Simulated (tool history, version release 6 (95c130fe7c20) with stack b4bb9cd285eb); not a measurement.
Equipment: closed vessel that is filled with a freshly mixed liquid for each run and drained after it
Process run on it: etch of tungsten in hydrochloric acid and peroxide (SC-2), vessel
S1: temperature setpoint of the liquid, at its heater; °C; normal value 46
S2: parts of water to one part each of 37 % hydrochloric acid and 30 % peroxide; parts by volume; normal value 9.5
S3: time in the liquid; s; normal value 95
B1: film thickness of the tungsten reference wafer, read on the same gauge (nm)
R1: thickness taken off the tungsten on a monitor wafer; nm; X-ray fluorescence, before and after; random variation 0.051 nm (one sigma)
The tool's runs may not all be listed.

run,hour,S1,S2,S3,B1,R1
1,0,46,9.5,95,120.02,7.75
2,69.9,46,9.5,95,120.02,7.64
3,109.4,46,9.5,95,120,7.64
4,199.2,52,9.5,95,120,11.26
5,286.4,52,9.5,95,120,11.16
6,382.9,52,9.5,95,120.02,11.04
7,480.8,46,9.5,95,120,7.25
8,582.1,46,9.5,95,120.02,7.15
# hour 589: new drum of peroxide connected
9,638.8,51.5,11,95,120,9.65
10,721.8,51.5,11,95,120.01,9.58
# hour 739.7: thermometer replaced
11,819.2,51.5,11,95,120.01,10.28
12,874.8,46,9.5,95,120.02,8.05
13,944.5,46,9.5,95,120,8.01
14,1015.6,51,9.5,95,120.01,11.22
15,1071.8,53.5,9.5,135,120.01,18.52
# hour 1077.3: gauge calibrated
16,1176.9,46,9.5,95,120,7.81
# hour 1247: chemicals flow meter replaced
17,1254.3,46,7,50,119.99,5.22
18,1293.6,46,9.5,95,120.01,7.63
19,1358.4,46,9.5,65,120,5.19
# hour 1387.5: new drum of peroxide connected
20,1423.8,46,6,40,120,4.92
21,1512,40,6,95,119.98,7.52
22,1553.2,37,12.5,95,120,3.35
23,1598.1,39.5,13,50,120.01,2.01
24,1657.1,46,9.5,95,120.02,7.81
25,1725.6,52,9.5,115,119.99,14.16
26,1805.5,46,9.5,95,120.01,7.69

Hidden state, per run?
chemicals flow below the setpoint (%): 0 on each run
gauge reads high (%): 0 on each run
H1: liquid colder than its thermometer reads (K)
H2: peroxide weaker than its label (%)
run,H1,H2
1,1.08,0.946
2,1.12,1.69
3,1.14,2.11
4,1.19,3.06
5,1.23,3.99
6,1.28,5.01
7,1.34,6.05
8,1.39,7.12
9,1.42,1.15
10,1.46,2.03
11,0.0703,3.06
12,0.0994,3.65
13,0.136,4.39
14,0.173,5.15
15,0.202,5.74
16,0.257,6.86
17,0.298,7.68
18,0.318,8.1
19,0.352,8.79
20,0.387,1.52
21,0.433,2.45
22,0.454,2.89
23,0.478,3.37
24,0.509,3.99
25,0.544,4.72
26,0.586,5.57
